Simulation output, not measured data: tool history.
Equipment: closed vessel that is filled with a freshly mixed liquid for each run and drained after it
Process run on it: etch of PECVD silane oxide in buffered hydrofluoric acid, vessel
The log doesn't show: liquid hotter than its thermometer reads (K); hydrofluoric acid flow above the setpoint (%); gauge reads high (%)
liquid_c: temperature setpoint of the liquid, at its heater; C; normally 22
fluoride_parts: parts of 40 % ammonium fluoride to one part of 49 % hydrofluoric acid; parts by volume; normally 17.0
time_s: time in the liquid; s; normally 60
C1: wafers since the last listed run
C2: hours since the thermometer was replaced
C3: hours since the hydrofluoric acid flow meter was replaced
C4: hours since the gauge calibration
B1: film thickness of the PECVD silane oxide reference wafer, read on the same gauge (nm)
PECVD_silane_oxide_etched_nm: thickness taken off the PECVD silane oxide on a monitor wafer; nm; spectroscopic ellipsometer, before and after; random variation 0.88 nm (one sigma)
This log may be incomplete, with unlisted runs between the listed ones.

run 1 hour=0.0 | liquid_c=22 fluoride_parts=17.0 time_s=60 | C1=0 C2=1417.5 C3=1065.0 C4=20.8 | B1=130.20 | PECVD_silane_oxide_etched_nm=105.11
run 2 hour=34.3 | liquid_c=22 fluoride_parts=17.0 time_s=60 | C1=4786 C2=1451.8 C3=1099.3 C4=55.1 | B1=130.14 | PECVD_silane_oxide_etched_nm=105.75
run 3 hour=72.5 | liquid_c=22 fluoride_parts=17.0 time_s=60 | C1=5330 C2=1490.0 C3=1137.5 C4=93.3 | B1=130.15 | PECVD_silane_oxide_etched_nm=104.98
run 4 hour=137.9 | liquid_c=22 fluoride_parts=17.0 time_s=60 | C1=9126 C2=1555.4 C3=1202.9 C4=158.7 | B1=130.07 | PECVD_silane_oxide_etched_nm=104.74
run 5 hour=192.3 | liquid_c=22 fluoride_parts=17.0 time_s=60 | C1=7591 C2=1609.8 C3=1257.3 C4=213.1 | B1=129.94 | PECVD_silane_oxide_etched_nm=104.83
run 6 hour=241.0 | liquid_c=22 fluoride_parts=17.0 time_s=60 | C1=6796 C2=1658.5 C3=1306.0 C4=261.8 | B1=129.82 | PECVD_silane_oxide_etched_nm=105.14
run 7 hour=370.9 | liquid_c=22 fluoride_parts=17.0 time_s=60 | C1=18127 C2=1788.4 C3=1435.9 C4=391.7 | B1=129.39 | PECVD_silane_oxide_etched_nm=105.34
run 8 hour=442.5 | liquid_c=23 fluoride_parts=17.0 time_s=60 | C1=9991 C2=1860.0 C3=1507.5 C4=463.3 | B1=129.03 | PECVD_silane_oxide_etched_nm=110.49
run 9 hour=475.0 | liquid_c=23 fluoride_parts=17.0 time_s=60 | C1=4535 C2=1892.5 C3=1540.0 C4=495.8 | B1=128.91 | PECVD_silane_oxide_etched_nm=111.09
run 10 hour=518.6 | liquid_c=23 fluoride_parts=17.0 time_s=60 | C1=6084 C2=1936.1 C3=1583.6 C4=539.4 | B1=128.63 | PECVD_silane_oxide_etched_nm=109.91
-- hour=538.8 hydrofluoric acid flow meter replaced
run 11 hour=611.9 | liquid_c=22 fluoride_parts=17.0 time_s=60 | C1=12880 C2=2029.4 C3=73.1 C4=632.7 | B1=128.07 | PECVD_silane_oxide_etched_nm=104.74
run 12 hour=667.9 | liquid_c=22 fluoride_parts=17.0 time_s=60 | C1=7814 C2=2085.4 C3=129.1 C4=688.7 | B1=127.64 | PECVD_silane_oxide_etched_nm=105.00
run 13 hour=714.0 | liquid_c=22 fluoride_parts=17.0 time_s=60 | C1=6433 C2=2131.5 C3=175.2 C4=734.8 | B1=127.30 | PECVD_silane_oxide_etched_nm=102.87
-- hour=730.2 thermometer replaced
run 14 hour=751.5 | liquid_c=19 fluoride_parts=20.5 time_s=40 | C1=5093 C2=21.3 C3=212.7 C4=772.3 | B1=126.99 | PECVD_silane_oxide_etched_nm=48.44
run 15 hour=781.4 | liquid_c=22 fluoride_parts=17.0 time_s=60 | C1=4172 C2=51.2 C3=242.6 C4=802.2 | B1=126.73 | PECVD_silane_oxide_etched_nm=103.34
-- hour=807.7 gauge calibrated
run 16 hour=843.9 | liquid_c=18 fluoride_parts=19.5 time_s=80 | C1=8722 C2=113.7 C3=305.1 C4=36.2 | B1=130.19 | PECVD_silane_oxide_etched_nm=99.00
run 17 hour=909.0 | liquid_c=22 fluoride_parts=17.0 time_s=60 | C1=9084 C2=178.8 C3=370.2 C4=101.3 | B1=130.13 | PECVD_silane_oxide_etched_nm=107.31
run 18 hour=957.6 | liquid_c=27 fluoride_parts=17.0 time_s=75 | C1=6782 C2=227.4 C3=418.8 C4=149.9 | B1=130.03 | PECVD_silane_oxide_etched_nm=171.16
run 19 hour=998.8 | liquid_c=22 fluoride_parts=23.0 time_s=70 | C1=5749 C2=268.6 C3=460.0 C4=191.1 | B1=129.99 | PECVD_silane_oxide_etched_nm=96.08
run 20 hour=1029.6 | liquid_c=22 fluoride_parts=17.0 time_s=60 | C1=4298 C2=299.4 C3=490.8 C4=221.9 | B1=129.95 | PECVD_silane_oxide_etched_nm=104.50
run 21 hour=1068.8 | liquid_c=22 fluoride_parts=14.5 time_s=45 | C1=5470 C2=338.6 C3=530.0 C4=261.1 | B1=129.83 | PECVD_silane_oxide_etched_nm=91.59
run 22 hour=1125.8 | liquid_c=22 fluoride_parts=15.0 time_s=60 | C1=7954 C2=395.6 C3=587.0 C4=318.1 | B1=129.64 | PECVD_silane_oxide_etched_nm=119.26
run 23 hour=1180.3 | liquid_c=22 fluoride_parts=23.0 time_s=90 | C1=7605 C2=450.1 C3=641.5 C4=372.6 | B1=129.44 | PECVD_silane_oxide_etched_nm=122.16
run 24 hour=1213.4 | liquid_c=26 fluoride_parts=12.5 time_s=40 | C1=4619 C2=483.2 C3=674.6 C4=405.7 | B1=129.29 | PECVD_silane_oxide_etched_nm=118.80

Alternative continuations, all from the tool just after run 24; predict every row:
run A hour=1214.1 | liquid_c=22 fluoride_parts=17.0 time_s=60 | C1=97 C2=483.9 C3=675.3 C4=406.4 | B1=? | PECVD_silane_oxide_etched_nm=?
run B hour=1214.1 | liquid_c=19 fluoride_parts=22.0 time_s=50 | C1=97 C2=483.9 C3=675.3 C4=406.4 | B1=? | PECVD_silane_oxide_etched_nm=?
run C hour=1214.1 | liquid_c=22 fluoride_parts=13.0 time_s=70 | C1=97 C2=483.9 C3=675.3 C4=406.4 | B1=? | PECVD_silane_oxide_etched_nm=?

run=A B1=129.28 PECVD_silane_oxide_etched_nm=104.66
run=B B1=129.28 PECVD_silane_oxide_etched_nm=58.81
run=C B1=129.28 PECVD_silane_oxide_etched_nm=158.94
What these runs would have given with no unlogged condition in the tool:
run=A PECVD_silane_oxide_etched_nm=105.23
run=B PECVD_silane_oxide_etched_nm=59.13
run=C PECVD_silane_oxide_etched_nm=159.80
